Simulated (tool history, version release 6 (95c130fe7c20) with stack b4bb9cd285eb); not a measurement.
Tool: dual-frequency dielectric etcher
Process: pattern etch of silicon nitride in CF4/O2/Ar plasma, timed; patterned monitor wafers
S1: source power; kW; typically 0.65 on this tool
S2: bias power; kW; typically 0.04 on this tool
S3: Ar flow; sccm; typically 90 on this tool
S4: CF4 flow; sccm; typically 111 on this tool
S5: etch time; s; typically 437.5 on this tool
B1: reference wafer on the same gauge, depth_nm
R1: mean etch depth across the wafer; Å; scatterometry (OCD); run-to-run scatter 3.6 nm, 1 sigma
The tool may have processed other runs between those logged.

run    hour    S1     S2   S3   S4     S5     B1     R1
  1       0  0.65   0.04   90  111  437.5  933.1   9564
  2    60.7  0.65   0.04   90  111  437.5  932.3   9453
      111.7  -- wet clean of the chamber
      112.8  -- Ar flow controller replaced
  3   291.1  0.65  0.044   90  119  437.5  933.5   9925
  4   333.5  0.57  0.045  103  111    493  933.4   9820
  5   374.8  0.65   0.04   90  111  437.5  932.7   9647
  6   436.2  0.52   0.04   81  111  437.5  933.1   8068
  7   597.6  0.76  0.033  100  111    402  933.3   9408
  8   673.3  0.65   0.04   90  111  437.5  932.1   9497
      698.6  -- wet clean of the chamber
      754.9  -- source power generator calibrated
  9   862.9  0.65   0.04   90   92  437.5  932.7   9481
 10   926.2   0.7  0.033   90  111  437.5    934   9885
     1011.6  -- bias power generator calibrated
 11  1016.8  0.65   0.04   90  111  437.5  932.3   9610
 12  1097.7  0.65  0.046   90   96  437.5  932.8   9772
 13  1156.4  0.69  0.034   90  111  437.5  932.6   9717
 14    1228  0.65   0.04   90   98    381  933.7   8233
 15  1279.9  0.65  0.046   90   96  437.5  932.8   9690
 16  1352.3  0.65   0.04   90  111  437.5  932.7   9453
       1414  -- wet clean of the chamber
 17  1414.5  0.65   0.04   90  111  437.5  933.3   9741
 18  1471.2  0.65   0.04   70  111  437.5  932.4  10089
 19  1539.6  0.65   0.04   90   98    526  932.5  11493
 20  1645.8  0.65  0.046  105  111  437.5  931.9   9724
 21  1691.2  0.65   0.04   90  111  437.5  932.1   9665
 22  1791.3  0.65   0.04   90  111  386.5  933.1   8469

Some steps in R1, run to run, broken into two amounts with sign: the step expected even without the hidden condition (settings, incoming material, random variation), and the rest, left for the hidden condition together with whatever gauge scatter is not in both the measured and the hidden-condition-free result:
Hidden state at play: etch rate over this chamber's usual, %; source power that arrives over what is set, %; bias power that arrives over what is set, %; Ar flow that arrives over what is set, %; CF4 flow that arrives over what is set, %; gauge reads high (%).
Run 5 -> 6: S1 0.65 -> 0.52, S3 90 -> 81. R1 -1579 Å: hidden state -4, all else -1575.
Run 8 -> 9: S4 111 -> 92, wet clean of the chamber, source power generator calibrated. R1 -16 Å: hidden state +188, all else -204.
Run 16 -> 17: wet clean of the chamber. R1 +288 Å: hidden state +276, all else +12.
Run 19 -> 20: S2 0.04 -> 0.046, S3 90 -> 105, S4 98 -> 111, S5 526 -> 437.5. R1 -1769 Å: hidden state -36, all else -1733.
